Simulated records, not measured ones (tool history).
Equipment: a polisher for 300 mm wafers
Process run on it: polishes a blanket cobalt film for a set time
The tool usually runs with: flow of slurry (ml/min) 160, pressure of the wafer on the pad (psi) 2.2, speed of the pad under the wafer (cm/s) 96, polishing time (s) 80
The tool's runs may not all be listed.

run   hour  flow of slurry (ml/min)  pressure of the wafer on the pad (psi)  speed of the pad under the wafer (cm/s)  polishing time (s)  wafers since the last listed run  wafers polished on this pad  hours since the slurry nozzle was cleaned  hours since the head pressure was calibrated  incoming thickness of the incoming film, nm  film removed (Å)
  1      0                      160                                     2.2                                       84                 100                                 0                         1179                                      187.2                                         438.5                                       1572.4              4784
  2     25                      160                                     2.2                                       84                 100                               188                         1368                                      212.2                                         463.5                                       1556.8              4637
  3   58.2                      160                                     2.2                                       96                  80                               250                         1618                                      245.4                                         496.7                                       1556.6              4161
      75.3  -- worn pad replaced by a new one
  4     76                      160                                     2.2                                       96                  80                               103                            5                                      263.2                                         514.5                                       1594.2              4288
      94.8  -- slurry nozzle cleaned
  5  149.8                      160                                     2.2                                       96                  80                               548                          553                                         55                                         588.3                                       1562.8              4438
  6  177.5                      160                                     2.2                                       96                  80                               208                          762                                       82.7                                           616                                       1563.8              4319
  7  201.4                      160                                     2.2                                       96                  80                               180                          942                                      106.6                                         639.9                                       1548.2              4315
  8  216.5                      160                                     2.2                                       84                  80                               113                         1056                                      121.7                                           655                                       1568.3              3830
  9  238.1                      160                                     2.2                                       84                  80                               162                         1219                                      143.3                                         676.6                                       1540.6              3789
 10  271.7                      160                                     2.2                                       96                  80                               253                         1472                                      176.9                                         710.2                                       1554.3              4344
 11  291.1                      160                                     2.2                                       96                  80                               146                         1618                                      196.3                                         729.6                                       1540.9              4247
 12  305.6                      160                                     2.2                                       96                  80                               109                         1727                                      210.8                                         744.1                                         1560              4179
 13  334.8                      160                                     2.2                                       96                  80                               220                         1947                                        240                                         773.3                                       1576.5              4227
     346.6  -- worn pad replaced by a new one
 14  347.2                      160                                     2.2                                       96                  80                                63                            4                                      252.4                                         785.7                                       1558.5              4218
 15  364.6                      160                                       3                                       64                  80                               131                          135                                      269.8                                         803.1                                       1558.2              3362
 16  379.5                      160                                     2.2                                       96                  80                               112                          248                                      284.7                                           818                                       1578.3              4133
     394.1  -- slurry nozzle cleaned
     416.5  -- head pressure recalibrated
 17  472.2                      210                                     2.2                                       96                  80                               675                          923                                       78.1                                          55.7                                       1551.2              4455
 18  507.3                      120                                     2.6                                       96                  92                               264                         1188                                      113.2                                          90.8                                       1567.9              5398
 19  529.5                      190                                       2                                       86                 102                               167                         1355                                      135.4                                           113                                       1551.7              4783
 20    547                      160                                     2.2                                       76                  80                               131                         1487                                      152.9                                         130.5                                       1559.9              3353
 21  564.1                      160                                     2.2                                      116                  70                               128                         1616                                        170                                         147.6                                       1553.6              4598
 22  599.1                      160                                     2.2                                       96                  80                               263                         1880                                        205                                         182.6                                       1562.7              4394
     610.9  -- worn pad replaced by a new one
 23  618.8                      160                                     2.2                                       96                  80                               118                           59                                      224.7                                         202.3                                       1547.1              4290
 24  641.5                      190                                     2.2                                       80                  80                               171                          230                                      247.4                                           225                                         1567              3575
 25  659.1                      175                                     2.2                                       96                  80                               132                          363                                        265                                         242.6                                       1544.7              4288
 26  683.1                      130                                     1.7                                       96                  80                               180                          544                                        289                                         266.6                                       1544.6              3647
 27  695.9                      160                                     2.2                                       96                  80                                96                          640                                      301.8                                         279.4                                       1559.3              4082
     708.4  -- slurry nozzle cleaned
 28  717.7                      195                                     2.7                                       82                  53                               156                          797                                        9.3                                         301.2                                       1571.2              2847
 29  743.8                      160                                     2.2                                       74                  80                               196                          994                                       35.4                                         327.3                                       1586.1              3422
 30  777.5                      180                                     2.2                                      120                 108                               253                         1248                                       69.1                                           361                                       1551.7              7341
 31    791                      140                                     2.2                                       96                  72                               101                         1349                                       82.6                                         374.5                                       1566.8              3797
 32  825.2                      160                                     1.5                                      118                  80                               257                         1607                                      116.8                                         408.7                                       1553.7              4252
       847  -- worn pad replaced by a new one
 33  852.3                      110                                     2.2                                      116                  80                               174                           40                                      143.9                                         435.8                                       1544.1              5057
 34  865.7                      215                                     1.9                                      128                  94                               100                          141                                      157.3                                         449.2                                       1563.3              6421
 35  893.7                      130                                     2.9                                       96                 100                               210                          352                                      185.3                                         477.2                                       1574.6              6334
 36  928.2                      160                                     2.2                                       96                  80                               259                          612                                      219.8                                         511.7                                       1542.2              4378

Hidden state or all else? Some run-to-run changes of film removed (Å), split into what the settings, what came in and random variation would give without the hidden state, and what is left for the hidden state (with any gauge scatter that isn't in both results):
The tool's hidden condition here consists of: removal rate lost through wear of the pad, %; slurry flow missing at the pad, %; deviation of the head's pressure from its setpoint, %.
Run 4 -> 5: slurry nozzle cleaned. film removed (Å) +150: hidden state +148, all else +2.
Run 16 -> 17: flow of slurry (ml/min) 160 -> 210, slurry nozzle cleaned, head pressure recalibrated. film removed (Å) +322: hidden state +245, all else +77.
Run 27 -> 28: flow of slurry (ml/min) 160 -> 195, pressure of the wafer on the pad (psi) 2.2 -> 2.7, speed of the pad under the wafer (cm/s) 96 -> 82, polishing time (s) 80 -> 53, slurry nozzle cleaned. film removed (Å) -1235: hidden state +235, all else -1470.
Run 29 -> 30: flow of slurry (ml/min) 160 -> 180, speed of the pad under the wafer (cm/s) 74 -> 120, polishing time (s) 80 -> 108. film removed (Å) +3919: hidden state -81, all else +4000.
Run 30 -> 31: flow of slurry (ml/min) 180 -> 140, speed of the pad under the wafer (cm/s) 120 -> 96, polishing time (s) 108 -> 72. film removed (Å) -3544: hidden state +39, all else -3583.
Run 35 -> 36: flow of slurry (ml/min) 130 -> 160, pressure of the wafer on the pad (psi) 2.9 -> 2.2, polishing time (s) 100 -> 80. film removed (Å) -1956: hidden state +75, all else -2031.
